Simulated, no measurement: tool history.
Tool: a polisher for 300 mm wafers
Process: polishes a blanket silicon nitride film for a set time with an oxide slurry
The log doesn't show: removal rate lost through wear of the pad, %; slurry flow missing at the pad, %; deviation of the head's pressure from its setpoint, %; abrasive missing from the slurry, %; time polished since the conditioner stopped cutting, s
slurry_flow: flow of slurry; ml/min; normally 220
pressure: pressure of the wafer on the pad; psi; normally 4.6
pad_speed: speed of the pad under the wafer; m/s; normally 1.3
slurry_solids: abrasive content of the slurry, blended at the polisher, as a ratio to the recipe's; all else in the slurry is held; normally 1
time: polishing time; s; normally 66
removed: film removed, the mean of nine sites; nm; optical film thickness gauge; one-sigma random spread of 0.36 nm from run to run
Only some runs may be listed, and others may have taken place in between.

run    day  slurry_flow  pressure  pad_speed  slurry_solids  time  wafers since the last listed run  wafers polished on this pad  hours since the slurry nozzle was cleaned  hours since the head pressure was calibrated  hours since the slurry blender was calibrated  hours since the conditioning disc was replaced  incoming thickness of the incoming film, nm  removed
  1      0          220       4.6        1.3              1    66                                 0                          382                                      669.2                                         803.2                                          214.3                                           461.7                                        368.5     52.8
  2  0.342          220       4.6        1.3              1    66                                70                          452                                      677.4                                         811.4                                          222.5                                           469.9                                        363.3     52.4
     0.871  -- worn pad replaced by a new one
  3  0.892          220       4.6        1.3              1    66                                78                            4                                      690.6                                         824.6                                          235.7                                           483.1                                        364.8       53
  4  1.283          220       4.6        1.3              1    66                                80                           85                                        700                                           834                                          245.1                                           492.5                                        372.3     52.1
  5  1.883          220       4.6        1.3              1    66                               123                          209                                      714.4                                         848.4                                          259.5                                           506.9                                        366.3     51.8
  6  2.408          220       4.6        1.3              1    66                               108                          317                                        727                                           861                                          272.1                                           519.5                                        367.1     51.2
  7  2.842          220       4.6        1.3              1    66                                89                          406                                      737.4                                         871.4                                          282.5                                           529.9                                          369     51.2
     3.158  -- worn pad replaced by a new one
     3.196  -- head pressure recalibrated
  8  3.433          220       3.7       1.64            0.8    60                                79                           48                                      751.6                                           5.7                                          296.7                                           544.1                                        375.7     39.7
     3.683  -- slurry nozzle cleaned
     4.008  -- slurry blender recalibrated
  9  4.029          220       4.6        1.3              1    66                                97                          145                                        8.3                                            20                                            0.5                                           558.4                                        368.5     55.3
     4.596  -- conditioning disc replaced and pad reconditioned
 10  4.725          220       4.6        1.3              1    66                               126                          271                                         25                                          36.7                                           17.2                                             3.1                                        369.4     54.8
 11  5.358          220       4.6        1.3           1.25    66                               130                          402                                       40.2                                          51.9                                           32.4                                            18.3                                        365.8     61.3
     5.962  -- worn pad replaced by a new one
 12  5.975          220         4        1.3           0.85    66                                92                            2                                         55                                          66.7                                           47.2                                            33.1                                        364.7     43.8
 13  6.529          220       4.6        1.3              1    74                               114                          117                                       68.3                                            80                                           60.5                                            46.4                                        375.7     61.1
 14    6.8          170       4.6        1.5            0.8    45                                55                          172                                       74.8                                          86.5                                             67                                            52.9                                        369.3     36.4

Alternative continuations, all from the tool just after run 14; predict every row:
  A  6.817          220       4.6        1.3              1    66                                 3                          176                                       75.2                                          86.9                                           67.4                                            53.3                                        370.7        ?
  B  6.817          220       4.6       1.68              1    87                                 3                          176                                       75.2                                          86.9                                           67.4                                            53.3                                        370.7        ?
  C  6.817          220       4.6          1           0.75    66                                 3                          176                                       75.2                                          86.9                                           67.4                                            53.3                                        370.7        ?
  D  6.817          220       4.6       1.54            1.1    66                                 3                          176                                       75.2                                          86.9                                           67.4                                            53.3                                        370.7        ?
  E  6.817          220       3.6        1.3            1.2    45                                 3                          176                                       75.2                                          86.9                                           67.4                                            53.3                                        370.7        ?

run  removed
  A     54.7
  B     88.6
  C     38.3
  D     65.5
  E     31.7
With the hidden condition removed and each run's random variation left untouched, the same runs would have given:
run  removed
  A     55.5
  B     89.8
  C     38.9
  D     66.4
  E     32.1
